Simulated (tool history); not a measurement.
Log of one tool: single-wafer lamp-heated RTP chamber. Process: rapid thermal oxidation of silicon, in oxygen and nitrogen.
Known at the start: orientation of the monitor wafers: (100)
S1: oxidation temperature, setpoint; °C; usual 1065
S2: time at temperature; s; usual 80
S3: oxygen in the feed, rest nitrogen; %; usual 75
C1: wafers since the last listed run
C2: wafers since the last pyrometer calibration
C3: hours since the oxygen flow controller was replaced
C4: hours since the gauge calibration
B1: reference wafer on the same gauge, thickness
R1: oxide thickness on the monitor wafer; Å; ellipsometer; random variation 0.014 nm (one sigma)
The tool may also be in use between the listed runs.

run    hour    S1   S2  S3   C1    C2      C3      C4      B1      R1
  1     0.0  1065   80  75    0  1309  2492.5   610.0  10.838   91.37
  2    18.0  1065   80  75  170  1479  2510.5   628.0  10.841   91.67
  3    50.8  1065   80  75  310  1790  2543.3   660.8  10.838   91.55
  4    72.6  1057   80  75  206  1996  2565.1   682.6  10.834   87.10
  5    87.7  1057   80  75  142  2139  2580.2   697.7  10.831   87.04
  6   111.0  1057   80  75  220  2360  2603.5   721.0  10.844   87.12
  7   140.2  1073   80  75  276  2636  2632.7   750.2  10.835   97.17
  8   206.1  1073   80  75  623  3260  2698.6   816.1  10.837   97.29
  9   236.9  1065   93  75  291  3552  2729.4   846.9  10.842   99.09
 10   265.7  1065   93  75  272  3825  2758.2   875.7  10.839   98.94
 11   285.1  1065   93  75  183  4008  2777.6   895.1  10.840   99.06
      297.4  -- pyrometer window cleaned and pyrometer calibrated
 12   317.5  1065   71  75  231   190  2810.0   927.5  10.839   86.56
 13   344.6  1065   71  75  256   447  2837.1   954.6  10.840   86.66
 14   375.0  1065   71  75  287   734  2867.5   985.0  10.842   86.67
 15   389.0  1052   80  75  132   867  2881.5   999.0  10.841   83.88
      410.2  -- oxygen flow controller replaced
 16   415.2  1052   50  86  172  1039     5.0  1025.2  10.846   71.38
 17   436.2  1053  115  94  198  1238    26.0  1046.2  10.840  108.30
 18   450.0  1065   47  62  130  1369    39.8  1060.0  10.844   67.56
 19   478.1  1065   80  75  266  1635    67.9  1088.1  10.835   91.66
 20   495.2  1051   91  98  161  1797    85.0  1105.2  10.836   97.56
 21   529.7  1076   80  45  326  2123   119.5  1139.7  10.840   82.27
      535.7  -- gauge calibrated
 22   552.3  1065   80  75  213  2337   142.1    16.6  10.839   92.12
 23   571.4  1089   80  75  180  2518   161.2    35.7  10.839  107.70
 24   604.8  1056   59  85  316  2835   194.6    69.1  10.840   79.10
 25   695.3  1074   80  64  856  3691   285.1   159.6  10.844   92.59
 26   722.4  1089   41  98  256  3948   312.2   186.7  10.838   88.44
 27   738.6  1089   95  52  153  4101   328.4   202.9  10.845  103.01
 28   750.9  1065  101  75  116  4218   340.7   215.2  10.836  103.27
 29   782.3  1065   54  84  297  4515   372.1   246.6  10.840   81.22
 30   814.9  1065   80  75  308  4824   404.7   279.2  10.839   92.97
      831.8  -- pyrometer window cleaned and pyrometer calibrated
 31   832.3  1041   65  98   89     4   422.1   296.6  10.840   77.24
 32   866.9  1057   68  45  327   332   456.7   331.2  10.838   66.77
 33   898.2  1065   69  59  296   628   488.0   362.5  10.840   78.27
 34   911.7  1065   80  75  127   756   501.5   376.0  10.843   91.30
 35   928.7  1050   91  92  160   917   518.5   393.0  10.841   93.94
 36   979.4  1065   80  89  480  1397   569.2   443.7  10.840   96.92
 37  1015.1  1065   71  75  338  1735   604.9   479.4  10.839   86.64

Some steps in R1 between neighbouring runs. How much of each would the tool show without its hidden state too (settings, what came in, random variation), and how much is left for the hidden state, with any gauge scatter that isn't in both results?
The hidden state here: true wafer temperature minus pyrometer reading, K; deviation of the oxygen flow from its setpoint, %; gauge reads high (%).
Run 11 -> 12: S2 93 -> 71, pyrometer window cleaned and pyrometer calibrated. R1 -12.50 Å: hidden state -1.53, all else -10.97.
Run 16 -> 17: S1 1052 -> 1053, S2 50 -> 115, S3 86 -> 94. R1 +36.92 Å: hidden state +0.38, all else +36.54.
Run 17 -> 18: S1 1053 -> 1065, S2 115 -> 47, S3 94 -> 62. R1 -40.74 Å: hidden state -0.33, all else -40.41.
Run 23 -> 24: S1 1089 -> 1056, S2 80 -> 59, S3 75 -> 85. R1 -28.60 Å: hidden state -0.22, all else -28.38.
Run 24 -> 25: S1 1056 -> 1074, S2 59 -> 80, S3 85 -> 64. R1 +13.49 Å: hidden state +0.49, all else +13.00.
Run 30 -> 31: S1 1065 -> 1041, S2 80 -> 65, S3 75 -> 98, pyrometer window cleaned and pyrometer calibrated. R1 -15.73 Å: hidden state -2.14, all else -13.59.

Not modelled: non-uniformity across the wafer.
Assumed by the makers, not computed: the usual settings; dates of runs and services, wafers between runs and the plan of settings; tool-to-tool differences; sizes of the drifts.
